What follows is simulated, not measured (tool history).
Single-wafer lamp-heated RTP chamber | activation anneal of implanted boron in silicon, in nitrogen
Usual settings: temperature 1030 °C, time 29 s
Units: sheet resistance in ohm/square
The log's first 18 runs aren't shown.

run	day	temperature	time	read-back reference wafer on the same gauge, sheet resistance	sheet resistance
19	44.458	1014	13	123.05	125.63
20	47.096	1014	44	123.03	123.88
21	48.208	1030	29	123.03	123.32
22	49.262	1030	29	122.93	123.26
23	51.633	1002	38	123.06	124.95
# day 52.071: pyrometer window cleaned and pyrometer calibrated
24	54.225	1002	37	122.99	126.13
25	55.292	1030	29	122.98	123.48
26	56.317	1030	43	123.00	122.98
27	58.758	1017	29	122.98	123.88
28	60.538	1044	40	122.98	122.50
29	62.346	1008	22	123.10	125.54
# day 63.429: reflector plate cleaned
30	64.775	1030	29	122.99	123.43
31	66.696	1011	29	122.98	124.20
32	69.067	1057	18	123.08	123.36
# day 70.792: pyrometer window cleaned and pyrometer calibrated
33	73.271	1050	44	122.96	122.49
34	75.238	1030	29	122.99	123.73

Forecast run 35:
35	77.608	1053	29	?	?

read-back reference wafer on the same gauge, sheet resistance: 123.11
sheet resistance: 122.67 ohm/square
Without the tool's hidden state the same run would have given sheet resistance 122.96 ohm/square.
